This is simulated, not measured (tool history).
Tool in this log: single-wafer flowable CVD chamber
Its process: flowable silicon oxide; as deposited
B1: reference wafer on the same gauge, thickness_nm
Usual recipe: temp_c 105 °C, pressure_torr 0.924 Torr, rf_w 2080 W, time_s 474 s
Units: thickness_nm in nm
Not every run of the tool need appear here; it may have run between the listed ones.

{"run": 1, "day": 0.0, "temp_c": 105, "pressure_torr": 0.924, "rf_w": 2080, "time_s": 474, "B1": 305.187, "thickness_nm": 262.709}
{"run": 2, "day": 4.417, "temp_c": 105, "pressure_torr": 0.924, "rf_w": 2080, "time_s": 474, "B1": 305.064, "thickness_nm": 261.846}
{"run": 3, "day": 6.988, "temp_c": 105, "pressure_torr": 0.924, "rf_w": 2080, "time_s": 474, "B1": 305.803, "thickness_nm": 264.816}
{"run": 4, "day": 11.429, "temp_c": 105, "pressure_torr": 0.924, "rf_w": 2080, "time_s": 474, "B1": 305.331, "thickness_nm": 262.259}
{"run": 5, "day": 15.008, "temp_c": 105, "pressure_torr": 0.924, "rf_w": 2080, "time_s": 474, "B1": 306.106, "thickness_nm": 262.418}
{"run": 6, "day": 16.808, "temp_c": 105, "pressure_torr": 0.924, "rf_w": 2365, "time_s": 407, "B1": 305.184, "thickness_nm": 232.908}
{"run": 7, "day": 20.438, "temp_c": 95, "pressure_torr": 0.75, "rf_w": 2080, "time_s": 531, "B1": 305.121, "thickness_nm": 344.886}
{"day": 23.338, "done": "showerhead replaced"}
{"run": 8, "day": 24.188, "temp_c": 98, "pressure_torr": 0.924, "rf_w": 2080, "time_s": 421, "B1": 304.595, "thickness_nm": 299.263}
{"run": 9, "day": 26.942, "temp_c": 105, "pressure_torr": 0.924, "rf_w": 2080, "time_s": 474, "B1": 304.695, "thickness_nm": 261.834}
{"run": 10, "day": 30.467, "temp_c": 105, "pressure_torr": 0.924, "rf_w": 1885, "time_s": 430, "B1": 304.856, "thickness_nm": 228.899}
{"day": 32.196, "done": "RF generator calibrated"}
{"run": 11, "day": 33.554, "temp_c": 93, "pressure_torr": 0.791, "rf_w": 2255, "time_s": 474, "B1": 304.643, "thickness_nm": 363.123}
{"run": 12, "day": 36.325, "temp_c": 110, "pressure_torr": 1.041, "rf_w": 1940, "time_s": 536, "B1": 304.761, "thickness_nm": 275.959}
{"day": 37.954, "done": "gauge calibrated"}
{"run": 13, "day": 39.025, "temp_c": 105, "pressure_torr": 0.924, "rf_w": 2235, "time_s": 474, "B1": 304.126, "thickness_nm": 271.314}
{"run": 14, "day": 41.175, "temp_c": 105, "pressure_torr": 0.924, "rf_w": 2080, "time_s": 474, "B1": 305.379, "thickness_nm": 264.585}
{"run": 15, "day": 43.321, "temp_c": 112, "pressure_torr": 0.772, "rf_w": 2080, "time_s": 474, "B1": 305.634, "thickness_nm": 169.93}
{"run": 16, "day": 46.938, "temp_c": 114, "pressure_torr": 0.924, "rf_w": 1670, "time_s": 474, "B1": 304.442, "thickness_nm": 173.022}
{"run": 17, "day": 49.279, "temp_c": 90, "pressure_torr": 0.924, "rf_w": 2325, "time_s": 519, "B1": 304.452, "thickness_nm": 524.017}
{"run": 18, "day": 52.467, "temp_c": 105, "pressure_torr": 1.142, "rf_w": 2080, "time_s": 474, "B1": 305.191, "thickness_nm": 324.095}
{"day": 53.992, "done": "thermocouple changed; heater temperature recalibrated"}
{"run": 19, "day": 55.762, "temp_c": 105, "pressure_torr": 0.924, "rf_w": 1755, "time_s": 381, "B1": 304.796, "thickness_nm": 209.94}
{"run": 20, "day": 58.612, "temp_c": 92, "pressure_torr": 0.924, "rf_w": 1855, "time_s": 474, "B1": 304.907, "thickness_nm": 433.908}
{"run": 21, "day": 62.758, "temp_c": 105, "pressure_torr": 0.924, "rf_w": 2080, "time_s": 505, "B1": 305.189, "thickness_nm": 293.361}
{"run": 22, "day": 65.446, "temp_c": 90, "pressure_torr": 0.924, "rf_w": 2420, "time_s": 474, "B1": 305.644, "thickness_nm": 496.037}
{"run": 23, "day": 69.546, "temp_c": 105, "pressure_torr": 0.924, "rf_w": 2080, "time_s": 474, "B1": 304.406, "thickness_nm": 270.335}
{"run": 24, "day": 73.0, "temp_c": 95, "pressure_torr": 1.004, "rf_w": 2080, "time_s": 527, "B1": 304.377, "thickness_nm": 476.441}
{"run": 25, "day": 77.017, "temp_c": 111, "pressure_torr": 0.924, "rf_w": 2080, "time_s": 474, "B1": 304.705, "thickness_nm": 215.501}
{"run": 26, "day": 80.296, "temp_c": 105, "pressure_torr": 0.924, "rf_w": 2080, "time_s": 474, "B1": 305.603, "thickness_nm": 267.577}
{"run": 27, "day": 83.221, "temp_c": 105, "pressure_torr": 0.76, "rf_w": 2080, "time_s": 474, "B1": 305.525, "thickness_nm": 217.246}

How would selected steps in thickness_nm from run to run divide? Give the signed amount a tool lacking its hidden state would still show from settings, what came in and random variation, and the signed amount left for the hidden state, including any gauge scatter that is not in both of the compared results.
What the log doesn't record here: wafer temperature above the value expected at the setpoint (K); delivered RF power above the setpoint (%); true pressure above the setpoint (%); gauge reads high (%).
Run 16 -> 17: temp_c 114 -> 90, rf_w 1670 -> 2325, time_s 474 -> 519. thickness_nm +350.995 nm: hidden state -21.381, all else +372.376.
Run 18 -> 19: pressure_torr 1.142 -> 0.924, rf_w 2080 -> 1755, time_s 474 -> 381, thermocouple changed; heater temperature recalibrated. thickness_nm -114.155 nm: hidden state +20.264, all else -134.419.
Run 24 -> 25: temp_c 95 -> 111, pressure_torr 1.004 -> 0.924, time_s 527 -> 474. thickness_nm -260.94 nm: hidden state +13.036, all else -273.976.
